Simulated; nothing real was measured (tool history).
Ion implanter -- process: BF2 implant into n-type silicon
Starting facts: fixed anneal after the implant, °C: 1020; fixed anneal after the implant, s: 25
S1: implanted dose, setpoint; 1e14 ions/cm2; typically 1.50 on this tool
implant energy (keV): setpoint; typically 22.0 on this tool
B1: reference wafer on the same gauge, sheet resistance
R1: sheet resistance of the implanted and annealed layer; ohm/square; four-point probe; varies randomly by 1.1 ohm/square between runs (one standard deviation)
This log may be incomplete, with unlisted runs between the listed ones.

{"run": 1, "hour": 0.0, "S1": 1.5, "implant energy (keV)": 17.5, "B1": 881.26, "R1": 824.42}
{"run": 2, "hour": 16.6, "S1": 1.5, "implant energy (keV)": 17.5, "B1": 880.91, "R1": 821.61}
{"run": 3, "hour": 24.7, "S1": 1.5, "implant energy (keV)": 22.0, "B1": 880.54, "R1": 800.32}
{"run": 4, "hour": 36.8, "S1": 1.5, "implant energy (keV)": 22.0, "B1": 880.45, "R1": 799.34}
{"run": 5, "hour": 52.1, "S1": 1.3, "implant energy (keV)": 22.0, "B1": 881.21, "R1": 903.9}
{"run": 6, "hour": 60.1, "S1": 1.3, "implant energy (keV)": 22.0, "B1": 880.98, "R1": 903.71}
{"run": 7, "hour": 69.4, "S1": 1.3, "implant energy (keV)": 22.0, "B1": 880.82, "R1": 902.46}
{"run": 8, "hour": 86.5, "S1": 1.5, "implant energy (keV)": 22.0, "B1": 880.65, "R1": 799.13}
{"run": 9, "hour": 95.3, "S1": 1.5, "implant energy (keV)": 22.0, "B1": 881.43, "R1": 800.94}
{"run": 10, "hour": 101.9, "S1": 1.5, "implant energy (keV)": 22.0, "B1": 880.73, "R1": 800.5}
{"run": 11, "hour": 114.0, "S1": 1.36, "implant energy (keV)": 26.5, "B1": 881.09, "R1": 846.76}
{"run": 12, "hour": 126.9, "S1": 1.36, "implant energy (keV)": 26.5, "B1": 881.85, "R1": 844.76}
{"run": 13, "hour": 141.0, "S1": 1.36, "implant energy (keV)": 26.5, "B1": 880.86, "R1": 847.64}
{"run": 14, "hour": 158.9, "S1": 1.5, "implant energy (keV)": 18.5, "B1": 880.87, "R1": 818.79}
{"run": 15, "hour": 172.4, "S1": 1.5, "implant energy (keV)": 22.0, "B1": 881.09, "R1": 799.39}
{"run": 16, "hour": 185.9, "S1": 1.79, "implant energy (keV)": 16.0, "B1": 881.73, "R1": 712.79}
{"run": 17, "hour": 201.2, "S1": 1.36, "implant energy (keV)": 26.5, "B1": 881.34, "R1": 846.37}
{"hour": 207.5, "done": "gauge calibrated"}
{"run": 18, "hour": 215.4, "S1": 1.62, "implant energy (keV)": 29.5, "B1": 880.94, "R1": 723.54}
{"run": 19, "hour": 224.5, "S1": 1.5, "implant energy (keV)": 22.0, "B1": 880.98, "R1": 800.89}
{"hour": 243.6, "done": "extraction supply calibrated"}
{"hour": 250.5, "done": "Faraday cup replaced and dose calibrated"}
{"run": 20, "hour": 251.0, "S1": 1.5, "implant energy (keV)": 28.5, "B1": 881.19, "R1": 744.13}
{"run": 21, "hour": 252.4, "S1": 1.81, "implant energy (keV)": 22.0, "B1": 881.21, "R1": 653.31}
{"run": 22, "hour": 263.9, "S1": 1.26, "implant energy (keV)": 28.0, "B1": 881.02, "R1": 859.57}
{"run": 23, "hour": 281.1, "S1": 1.5, "implant energy (keV)": 22.0, "B1": 881.24, "R1": 770.77}
{"run": 24, "hour": 295.3, "S1": 1.22, "implant energy (keV)": 16.0, "B1": 881.03, "R1": 956.84}
{"run": 25, "hour": 305.3, "S1": 1.5, "implant energy (keV)": 29.5, "B1": 881.23, "R1": 741.61}
{"run": 26, "hour": 320.2, "S1": 1.5, "implant energy (keV)": 22.0, "B1": 880.4, "R1": 771.4}
{"run": 27, "hour": 333.4, "S1": 1.5, "implant energy (keV)": 26.5, "B1": 881.49, "R1": 753.01}
{"run": 28, "hour": 348.0, "S1": 1.35, "implant energy (keV)": 18.5, "B1": 880.74, "R1": 863.39}

What if the next run were any one of these 5? Each begins from the tool's condition after run 28:
{"run": "A", "hour": 348.4, "S1": 1.9, "implant energy (keV)": 22.0, "B1": "?", "R1": "?"}
{"run": "B", "hour": 348.4, "S1": 1.19, "implant energy (keV)": 22.0, "B1": "?", "R1": "?"}
{"run": "C", "hour": 348.4, "S1": 1.84, "implant energy (keV)": 27.5, "B1": "?", "R1": "?"}
{"run": "D", "hour": 348.4, "S1": 1.71, "implant energy (keV)": 24.0, "B1": "?", "R1": "?"}
{"run": "E", "hour": 348.4, "S1": 1.9, "implant energy (keV)": 18.5, "B1": "?", "R1": "?"}

run=A B1=881.44 R1=632.54
run=B B1=881.44 R1=939.51
run=C B1=881.44 R1=634.78
run=D B1=881.44 R1=685.15
run=E B1=881.44 R1=643.80
With the hidden condition removed and each run's random variation left untouched, the same runs would have given:
run=A R1=626.75
run=B R1=931.05
run=C R1=629.08
run=D R1=678.94
run=E R1=637.83
